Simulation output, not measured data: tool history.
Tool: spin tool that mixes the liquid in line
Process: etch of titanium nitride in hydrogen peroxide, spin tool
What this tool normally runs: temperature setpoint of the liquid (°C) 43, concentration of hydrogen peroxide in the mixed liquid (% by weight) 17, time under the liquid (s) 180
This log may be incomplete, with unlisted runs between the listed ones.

run	hour	temperature setpoint of the liquid (°C)	concentration of hydrogen peroxide in the mixed liquid (% by weight)	time under the liquid (s)	read-back film thickness of the titanium nitride reference wafer, read on the same gauge (nm)	thickness taken off the titanium nitride on a monitor wafer (angstrom)
1	0	35.5	17	180	41.247	15.05
2	63.9	43	17	180	41.314	26.58
3	107.2	43	17	180	41.351	27.1
4	180.1	43	17	180	41.424	26.98
5	216.5	46.5	20	180	41.38	36.33
# hour 263.6: heated supply line repaired
6	267.4	43	17	180	41.487	26.97
7	305.1	43	17	180	41.476	27.14
8	341	47.5	17	180	41.452	38.22
# hour 355.6: new drum of peroxide connected
9	386.5	34.5	13.5	135	41.48	9.96
# hour 399.6: thermometer replaced
# hour 422.1: gauge calibrated
10	434.7	46.5	17	120	39.903	22.41
11	490.7	43	17	180	40.131	26.48
12	524.5	46	17	180	40.26	33.55
13	572.7	43	19.5	250	40.385	38.06
14	627.4	43	21.5	100	40.592	15.47
15	688.1	51.5	19.5	275	40.735	78.29
16	749.9	50.5	12.5	230	40.832	56.3
17	804.4	38.5	17	255	40.909	27.17
# hour 821.9: peroxide flow meter replaced
18	831.5	43	17	180	40.946	26.8
19	858.3	38	18.5	110	41.039	11.44
20	892.8	46	22	275	41.046	54.53

Run 21 is up next; what results do you expect?
21	937.5	38.5	18.5	285	?	?

read-back film thickness of the titanium nitride reference wafer, read on the same gauge (nm): 41.119
thickness taken off the titanium nitride on a monitor wafer (angstrom): 30.67
Minus the tool's unlogged condition, the same run would have read thickness taken off the titanium nitride on a monitor wafer (angstrom) 29.84.
